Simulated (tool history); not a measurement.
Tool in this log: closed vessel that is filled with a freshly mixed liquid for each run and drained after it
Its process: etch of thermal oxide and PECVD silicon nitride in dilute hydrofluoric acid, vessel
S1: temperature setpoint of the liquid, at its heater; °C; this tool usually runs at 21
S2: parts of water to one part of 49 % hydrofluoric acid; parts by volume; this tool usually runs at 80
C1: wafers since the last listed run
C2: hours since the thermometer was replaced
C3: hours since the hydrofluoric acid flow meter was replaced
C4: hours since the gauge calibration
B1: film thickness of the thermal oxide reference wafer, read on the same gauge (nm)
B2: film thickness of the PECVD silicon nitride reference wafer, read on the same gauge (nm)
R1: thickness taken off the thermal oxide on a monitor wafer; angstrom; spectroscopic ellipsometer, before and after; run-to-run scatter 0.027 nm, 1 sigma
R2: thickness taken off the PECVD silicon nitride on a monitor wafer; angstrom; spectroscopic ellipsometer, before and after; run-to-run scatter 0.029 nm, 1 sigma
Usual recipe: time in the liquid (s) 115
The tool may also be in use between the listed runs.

Run 1, hour 0: usual settings; C1 0; C2 2498.8; C3 34.4; C4 301.7; B1 139.99; B2 139.99. Result: R1 60 angstrom, R2 27.16 angstrom.
Run 2, hour 12.9: usual settings; C1 1121; C2 2511.7; C3 47.3; C4 314.6; B1 140; B2 139.974. Result: R1 60 angstrom, R2 26.53 angstrom.
Run 3, hour 23.2: usual settings but S1 24.5 °C, S2 65 parts by volume; C1 895; C2 2522; C3 57.6; C4 324.9; B1 140.04; B2 139.994. Result: R1 87.2 angstrom, R2 41.98 angstrom.
Run 4, hour 32.4: usual settings but S1 24.5 °C, S2 65 parts by volume; C1 799; C2 2531.2; C3 66.8; C4 334.1; B1 139.99; B2 140.014. Result: R1 86.4 angstrom, R2 41.57 angstrom.
Run 5, hour 50.2: usual settings but S1 17 °C, S2 60 parts by volume; C1 1547; C2 2549; C3 84.6; C4 351.9; B1 140.01; B2 139.974. Result: R1 69 angstrom, R2 27.67 angstrom.
Run 6, hour 64.3: usual settings but time in the liquid (s) 165; C1 1225; C2 2563.1; C3 98.7; C4 366; B1 140; B2 139.985. Result: R1 85.5 angstrom, R2 39.26 angstrom.
Run 7, hour 82.2: usual settings but S2 105 parts by volume; C1 1555; C2 2581; C3 116.6; C4 383.9; B1 139.99; B2 140.006. Result: R1 44.5 angstrom, R2 20.59 angstrom.
Run 8, hour 96.1: usual settings but S1 18.5 °C, time in the liquid (s) 175; C1 1208; C2 2594.9; C3 130.5; C4 397.8; B1 139.99; B2 140.01. Result: R1 82.6 angstrom, R2 35.33 angstrom.
Run 9, hour 105.1: usual settings but S2 65 parts by volume; C1 782; C2 2603.9; C3 139.5; C4 406.8; B1 140.01; B2 139.991. Result: R1 74.7 angstrom, R2 33.66 angstrom.
Run 10, hour 112.2: usual settings but S1 19.5 °C, S2 60 parts by volume, time in the liquid (s) 135; C1 617; C2 2611; C3 146.6; C4 413.9; B1 140.01; B2 139.995. Result: R1 90.6 angstrom, R2 38.08 angstrom.
At hour 120.2: thermometer replaced.
Run 11, hour 128: usual settings; C1 1286; C2 7.8; C3 162.4; C4 429.7; B1 140; B2 140.003. Result: R1 60.3 angstrom, R2 26.59 angstrom.
At hour 130: gauge calibrated.
Run 12, hour 161.6: usual settings but time in the liquid (s) 90; C1 2920; C2 41.4; C3 196; C4 31.6; B1 140; B2 139.996. Result: R1 46.8 angstrom, R2 21.26 angstrom.
Run 13, hour 177.7: usual settings; C1 1399; C2 57.5; C3 212.1; C4 47.7; B1 140.01; B2 140.001. Result: R1 59.8 angstrom, R2 26.95 angstrom.
Run 14, hour 188.2: usual settings but S1 22.5 °C, S2 110 parts by volume, time in the liquid (s) 65; C1 912; C2 68; C3 222.6; C4 58.2; B1 139.98; B2 140.01. Result: R1 25.2 angstrom, R2 11.99 angstrom.
Run 15, hour 200.5: usual settings but S1 17 °C; C1 1069; C2 80.3; C3 234.9; C4 70.5; B1 139.99; B2 140.008. Result: R1 50.1 angstrom, R2 20.6 angstrom.
Run 16, hour 212.5: usual settings but S1 24 °C, S2 110 parts by volume, time in the liquid (s) 95; C1 1043; C2 92.3; C3 246.9; C4 82.5; B1 139.99; B2 139.997. Result: R1 39 angstrom, R2 20.17 angstrom.
Run 17, hour 227.2: usual settings; C1 1277; C2 107; C3 261.6; C4 97.2; B1 139.99; B2 139.974. Result: R1 59.5 angstrom, R2 26.76 angstrom.
Run 18, hour 242.6: usual settings but S1 17 °C, S2 120 parts by volume; C1 1338; C2 122.4; C3 277; C4 112.6; B1 139.99; B2 140.003. Result: R1 32.2 angstrom, R2 13.64 angstrom.
Run 19, hour 249.2: usual settings; C1 573; C2 129; C3 283.6; C4 119.2; B1 140.01; B2 140.026. Result: R1 59.8 angstrom, R2 26.48 angstrom.
Run 20, hour 258: usual settings but time in the liquid (s) 75; C1 764; C2 137.8; C3 292.4; C4 128; B1 140.03; B2 139.997. Result: R1 39 angstrom, R2 17.97 angstrom.
Run 21, hour 272.2: usual settings but S1 17 °C, S2 120 parts by volume; C1 1234; C2 152; C3 306.6; C4 142.2; B1 140; B2 139.993. Result: R1 31.9 angstrom, R2 13.83 angstrom.
Run 22, hour 283.9: usual settings but S2 110 parts by volume; C1 1016; C2 163.7; C3 318.3; C4 153.9; B1 140.03; B2 140.008. Result: R1 42 angstrom, R2 19.74 angstrom.
Run 23, hour 301.5: usual settings but S2 50 parts by volume; C1 1529; C2 181.3; C3 335.9; C4 171.5; B1 139.99; B2 140.01. Result: R1 98.4 angstrom, R2 41.56 angstrom.
Run 24, hour 309.8: usual settings but S1 26 °C, time in the liquid (s) 160; C1 721; C2 189.6; C3 344.2; C4 179.8; B1 139.97; B2 140.001. Result: R1 101.1 angstrom, R2 52.47 angstrom.
Run 25, hour 327.4: usual settings but S2 40 parts by volume; C1 1529; C2 207.2; C3 361.8; C4 197.4; B1 140; B2 140.003. Result: R1 125.5 angstrom, R2 52.79 angstrom.

Below are 5 alternative next runs, each starting from the tool's condition after run 25. Predict each:
Run A, hour 328.1: usual settings; C1 60; C2 207.9; C3 362.5; C4 198.1; B1 ?; B2 ?. Result: R1 ?, R2 ?.
Run B, hour 328.1: usual settings but time in the liquid (s) 50; C1 60; C2 207.9; C3 362.5; C4 198.1; B1 ?; B2 ?. Result: R1 ?, R2 ?.
Run C, hour 328.1: usual settings but S1 22.5 °C, S2 45 parts by volume; C1 60; C2 207.9; C3 362.5; C4 198.1; B1 ?; B2 ?. Result: R1 ?, R2 ?.
Run D, hour 328.1: usual settings but S1 19 °C, S2 55 parts by volume, time in the liquid (s) 60; C1 60; C2 207.9; C3 362.5; C4 198.1; B1 ?; B2 ?. Result: R1 ?, R2 ?.
Run E, hour 328.1: usual settings but S1 18.5 °C, S2 45 parts by volume, time in the liquid (s) 165; C1 60; C2 207.9; C3 362.5; C4 198.1; B1 ?; B2 ?. Result: R1 ?, R2 ?.

run      B1       B2     R1     R2
  A  139.96  140.006   59.1  26.67
  B  139.96  140.006   25.7   11.6
  C  139.96  140.006  116.9  51.85
  D  139.96  140.006   42.5  17.47
  E  139.96  140.006  141.6  56.37
Stripped of hidden state, with their random variation kept, the same runs would have yielded:
run     R1     R2
  A   60.1  27.07
  B   26.1  11.77
  C  118.8  52.61
  D   43.2  17.73
  E  143.8   57.2
